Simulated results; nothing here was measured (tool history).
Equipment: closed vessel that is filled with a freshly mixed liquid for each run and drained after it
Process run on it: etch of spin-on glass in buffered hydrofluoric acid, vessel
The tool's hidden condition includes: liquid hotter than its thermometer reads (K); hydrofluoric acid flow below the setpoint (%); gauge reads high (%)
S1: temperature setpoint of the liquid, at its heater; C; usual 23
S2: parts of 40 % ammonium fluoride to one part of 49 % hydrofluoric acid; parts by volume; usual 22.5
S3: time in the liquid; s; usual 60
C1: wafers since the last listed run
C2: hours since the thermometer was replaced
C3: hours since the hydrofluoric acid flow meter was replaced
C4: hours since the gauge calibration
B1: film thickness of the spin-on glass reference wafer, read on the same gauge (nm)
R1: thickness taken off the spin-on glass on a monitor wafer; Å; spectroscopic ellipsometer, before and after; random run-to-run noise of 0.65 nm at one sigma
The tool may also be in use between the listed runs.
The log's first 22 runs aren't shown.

run     day    S1    S2  S3     C1     C2     C3     C4      B1      R1
 23  45.379    23    14  60   2717  399.5  144.5  305.4  150.01  1062.7
 24  47.933  21.5    14  80   4406  460.8  205.8  366.7  149.97  1292.4
 25  50.725    26    30  85   4816  527.8  272.8  433.7  149.97   933.2
     57.462  -- thermometer replaced
 26  59.596    18    25  60  15233   51.2  485.7  646.6  150.02   484.7
 27  62.083    25  22.5  60   4291  110.9  545.4  706.3  149.97   769.1
 28  63.729    23    29  60   2839  150.4  584.9  745.8  150.03   565.8
 29  65.871    23  22.5  60   3695  201.8  636.3  797.2  149.99   681.8
 30  68.304    23  22.5  60   4198  260.2  694.7  855.6  150.03   695.8
 31  69.571    23  22.5  60   2185  290.6  725.1    886  150.01   693.1
 32  72.179    23  22.5  60   4500  353.2  787.7  948.6  150.01   697.1

Predict each of these 4 candidate next runs independently; none follows another, all start after run 32:
  A  72.208  23    19  60  50  353.9  788.4  949.3   ?   ?
  B  72.208  23    26  40  50  353.9  788.4  949.3   ?   ?
  C  72.208  23    17  75  50  353.9  788.4  949.3   ?   ?
  D  72.208  19  29.5  60  50  353.9  788.4  949.3   ?   ?

run      B1      R1
  A  149.96   770.8
  B  149.96   407.8
  C  149.96  1075.2
  D  149.96   448.1
What these runs would have given with no unlogged condition in the tool:
run      R1
  A   770.8
  B   407.8
  C  1075.2
  D   448.1
